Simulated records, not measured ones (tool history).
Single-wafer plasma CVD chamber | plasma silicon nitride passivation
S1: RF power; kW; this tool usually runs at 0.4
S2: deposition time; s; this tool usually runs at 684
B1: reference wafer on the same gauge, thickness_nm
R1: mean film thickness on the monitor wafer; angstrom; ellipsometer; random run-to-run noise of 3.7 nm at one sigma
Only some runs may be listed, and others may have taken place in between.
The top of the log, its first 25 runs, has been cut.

run	day	S1	S2	B1	R1
26	74.596	0.445	608	797.288	8818.62
27	78.746	0.4	579	796.734	8066.03
# day 80.188: RF generator calibrated
28	87.829	0.33	812	796.53	10695.34
29	90.058	0.4	684	798.039	9711.45
30	92.75	0.4	684	797.438	9681.09
31	95.158	0.48	602	797.14	9032.04
32	97.238	0.4	643	795.204	9050.31
33	99.388	0.4	684	797.917	9613.69
34	101.129	0.4	684	796.493	9623.78
35	104.921	0.48	602	797.329	9047.44
36	106.746	0.435	751	798.185	10841.67
37	111.208	0.4	684	797.149	9545.67
38	113.15	0.445	814	796.748	11709.99
39	117.225	0.34	779	796.669	10185.74
# day 118.067: gauge calibrated
40	120.808	0.455	737	797.503	10654.18
# day 124: RF generator calibrated
41	125.092	0.44	809	795.456	11919.37
42	128.058	0.4	617	797.757	8782.25
43	129.796	0.4	684	795.678	9770.49
44	133.975	0.325	781	798.204	10243.76

Predict each of these 3 candidate next runs independently; none follows another, all start after run 44:
A	134	0.425	684	?	?
B	134	0.34	780	?	?
C	134	0.44	811	?	?

run	B1	R1
A	795.567	9978.28
B	795.567	10502.89
C	795.567	11975.66
Without the tool's unlogged condition, the same runs would have read:
run	R1
A	10036.83
B	10564.51
C	12045.93
